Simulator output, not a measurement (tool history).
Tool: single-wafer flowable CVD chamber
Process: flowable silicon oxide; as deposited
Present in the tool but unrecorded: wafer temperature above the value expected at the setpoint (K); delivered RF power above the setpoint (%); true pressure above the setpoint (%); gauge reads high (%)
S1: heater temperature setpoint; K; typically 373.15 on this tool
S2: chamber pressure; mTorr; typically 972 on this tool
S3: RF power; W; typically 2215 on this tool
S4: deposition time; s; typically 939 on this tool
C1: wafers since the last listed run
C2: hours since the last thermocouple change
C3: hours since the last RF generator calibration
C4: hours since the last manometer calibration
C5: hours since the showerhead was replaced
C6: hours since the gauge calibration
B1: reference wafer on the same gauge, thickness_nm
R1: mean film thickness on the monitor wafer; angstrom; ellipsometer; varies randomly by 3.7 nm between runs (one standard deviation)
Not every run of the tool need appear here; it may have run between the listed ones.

Run 1, hour 0.0: usual settings but S2 780 mTorr; C1 0; C2 1859.4; C3 1395.5; C4 2422.7; C5 3619.6; C6 525.1; B1 744.096. Result: R1 5760.20 angstrom.
At hour 38.6: capacitance manometer re-zeroed and calibrated.
Run 2, hour 68.5: usual settings but S2 780 mTorr; C1 107; C2 1927.9; C3 1464.0; C4 29.9; C5 3688.1; C6 593.6; B1 744.150. Result: R1 6508.30 angstrom.
At hour 87.7: showerhead replaced.
Run 3, hour 89.6: usual settings but S2 780 mTorr; C1 23; C2 1949.0; C3 1485.1; C4 51.0; C5 1.9; C6 614.7; B1 743.781. Result: R1 6483.37 angstrom.
At hour 113.6: RF generator calibrated.
Run 4, hour 114.1: usual settings but S1 363.15 K, S2 766 mTorr, S3 1800 W, S4 989 s; C1 29; C2 1973.5; C3 0.5; C4 75.5; C5 26.4; C6 639.2; B1 743.641. Result: R1 8613.52 angstrom.
At hour 190.7: thermocouple changed; heater temperature recalibrated.
Run 5, hour 200.0: usual settings; C1 138; C2 9.3; C3 86.4; C4 161.4; C5 112.3; C6 725.1; B1 742.830. Result: R1 7651.28 angstrom.
Run 6, hour 232.7: usual settings; C1 58; C2 42.0; C3 119.1; C4 194.1; C5 145.0; C6 757.8; B1 745.070. Result: R1 7639.68 angstrom.
Run 7, hour 267.1: usual settings but S1 360.15 K, S3 2395 W; C1 61; C2 76.4; C3 153.5; C4 228.5; C5 179.4; C6 792.2; B1 744.194. Result: R1 11232.67 angstrom.
Run 8, hour 367.0: usual settings but S2 806 mTorr; C1 177; C2 176.3; C3 253.4; C4 328.4; C5 279.3; C6 892.1; B1 744.331. Result: R1 6326.89 angstrom.
Run 9, hour 402.1: usual settings but S1 360.15 K, S2 877 mTorr, S3 2420 W, S4 1055 s; C1 62; C2 211.4; C3 288.5; C4 363.5; C5 314.4; C6 927.2; B1 742.862. Result: R1 11384.55 angstrom.
Run 10, hour 418.8: usual settings but S1 382.15 K, S4 1066 s; C1 29; C2 228.1; C3 305.2; C4 380.2; C5 331.1; C6 943.9; B1 745.502. Result: R1 6648.23 angstrom.
At hour 440.4: gauge calibrated.
Run 11, hour 454.6: usual settings; C1 63; C2 263.9; C3 341.0; C4 416.0; C5 366.9; C6 14.2; B1 744.329. Result: R1 7659.29 angstrom.
Run 12, hour 488.6: usual settings but S3 1905 W; C1 60; C2 297.9; C3 375.0; C4 450.0; C5 400.9; C6 48.2; B1 743.270. Result: R1 7477.80 angstrom.
Run 13, hour 508.9: usual settings but S2 847 mTorr, S3 2100 W; C1 36; C2 318.2; C3 395.3; C4 470.3; C5 421.2; C6 68.5; B1 742.705. Result: R1 6624.97 angstrom.
Run 14, hour 522.5: usual settings but S3 2050 W; C1 24; C2 331.8; C3 408.9; C4 483.9; C5 434.8; C6 82.1; B1 744.199. Result: R1 7555.62 angstrom.
Run 15, hour 549.3: usual settings but S1 369.15 K, S2 739 mTorr, S4 1073 s; C1 47; C2 358.6; C3 435.7; C4 510.7; C5 461.6; C6 108.9; B1 743.492. Result: R1 7440.94 angstrom.
Run 16, hour 570.0: usual settings but S4 1096 s; C1 36; C2 379.3; C3 456.4; C4 531.4; C5 482.3; C6 129.6; B1 743.401. Result: R1 8862.17 angstrom.
Run 17, hour 596.0: usual settings but S1 378.15 K, S2 898 mTorr, S4 1053 s; C1 46; C2 405.3; C3 482.4; C4 557.4; C5 508.3; C6 155.6; B1 745.252. Result: R1 6875.50 angstrom.
Run 18, hour 630.7: usual settings but S2 1104 mTorr, S3 2100 W; C1 61; C2 440.0; C3 517.1; C4 592.1; C5 543.0; C6 190.3; B1 743.104. Result: R1 8636.55 angstrom.
Run 19, hour 654.2: usual settings but S2 901 mTorr, S3 2055 W; C1 41; C2 463.5; C3 540.6; C4 615.6; C5 566.5; C6 213.8; B1 744.256. Result: R1 7024.66 angstrom.
Run 20, hour 726.7: usual settings but S1 384.15 K, S2 1061 mTorr; C1 128; C2 536.0; C3 613.1; C4 688.1; C5 639.0; C6 286.3; B1 745.274. Result: R1 5998.56 angstrom.
Run 21, hour 762.0: usual settings but S1 367.15 K, S3 1875 W, S4 776 s; C1 62; C2 571.3; C3 648.4; C4 723.4; C5 674.3; C6 321.6; B1 743.368. Result: R1 7278.64 angstrom.
Run 22, hour 781.4: usual settings; C1 34; C2 590.7; C3 667.8; C4 742.8; C5 693.7; C6 341.0; B1 742.633. Result: R1 7578.96 angstrom.
Run 23, hour 796.1: usual settings; C1 26; C2 605.4; C3 682.5; C4 757.5; C5 708.4; C6 355.7; B1 744.625. Result: R1 7640.26 angstrom.
Run 24, hour 824.5: usual settings but S1 361.15 K, S2 1070 mTorr; C1 50; C2 633.8; C3 710.9; C4 785.9; C5 736.8; C6 384.1; B1 743.509. Result: R1 11814.42 angstrom.
Run 25, hour 839.3: usual settings but S4 1106 s; C1 26; C2 648.6; C3 725.7; C4 800.7; C5 751.6; C6 398.9; B1 745.143. Result: R1 8912.50 angstrom.
Run 26, hour 858.3: usual settings but S2 1165 mTorr; C1 33; C2 667.6; C3 744.7; C4 819.7; C5 770.6; C6 417.9; B1 743.408. Result: R1 9091.55 angstrom.
Run 27, hour 871.8: usual settings; C1 23; C2 681.1; C3 758.2; C4 833.2; C5 784.1; C6 431.4; B1 744.618. Result: R1 7593.99 angstrom.

5 options for the next run, each taken on its own from the tool as it stands now. Forecast them:
Run A, hour 872.5: usual settings but S4 1060 s; C1 1; C2 681.8; C3 758.9; C4 833.9; C5 784.8; C6 432.1; B1 ?. Result: R1 ?.
Run B, hour 872.5: usual settings but S2 746 mTorr, S4 759 s; C1 1; C2 681.8; C3 758.9; C4 833.9; C5 784.8; C6 432.1; B1 ?. Result: R1 ?.
Run C, hour 872.5: usual settings but S1 359.15 K, S3 2595 W, S4 1048 s; C1 1; C2 681.8; C3 758.9; C4 833.9; C5 784.8; C6 432.1; B1 ?. Result: R1 ?.
Run D, hour 872.5: usual settings but S4 855 s; C1 1; C2 681.8; C3 758.9; C4 833.9; C5 784.8; C6 432.1; B1 ?. Result: R1 ?.
Run E, hour 872.5: usual settings but S3 2445 W; C1 1; C2 681.8; C3 758.9; C4 833.9; C5 784.8; C6 432.1; B1 ?. Result: R1 ?.

run       B1        R1
  A  746.185   8601.86
  B  746.185   4724.19
  C  746.185  12962.02
  D  746.185   6938.29
  E  746.185   7723.89
With no hidden state in the tool, these same runs would have given:
run        R1
  A   8590.99
  B   4717.31
  C  12943.69
  D   6929.53
  E   7714.13
